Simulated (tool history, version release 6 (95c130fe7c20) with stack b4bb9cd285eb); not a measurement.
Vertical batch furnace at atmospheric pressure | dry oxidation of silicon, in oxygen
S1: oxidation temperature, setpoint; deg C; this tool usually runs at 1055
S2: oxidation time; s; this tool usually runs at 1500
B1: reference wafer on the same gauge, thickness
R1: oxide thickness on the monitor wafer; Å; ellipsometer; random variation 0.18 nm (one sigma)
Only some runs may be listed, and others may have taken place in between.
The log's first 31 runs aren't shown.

run     day    S1    S2     B1     R1
 32  67.629  1055  1500  53.60  526.1
 33  68.646  1055  2250  53.63  667.4
 34  71.354  1038  2130  53.63  561.7
 35  73.308  1069  1500  53.56  585.9
 36  75.433  1045  1290  53.59  442.2
 37  77.925  1063  1200  53.60  489.5
 38  79.700  1048  1200  53.61  435.2
 39  81.579  1036   840  53.62  319.1

Predict each of these 4 candidate next runs independently; none follows another, all start after run 39:
  A  81.729  1055  1500   ?   ?
  B  81.729  1048  1500   ?   ?
  C  81.729  1072   870   ?   ?
  D  81.729  1075  1830   ?   ?

run     B1     R1
  A  53.58  521.6
  B  53.58  492.3
  C  53.58  432.1
  D  53.58  689.8
Had the tool no hidden state, the same runs would have come out as:
run     R1
  A  520.4
  B  491.1
  C  431.2
  D  688.3

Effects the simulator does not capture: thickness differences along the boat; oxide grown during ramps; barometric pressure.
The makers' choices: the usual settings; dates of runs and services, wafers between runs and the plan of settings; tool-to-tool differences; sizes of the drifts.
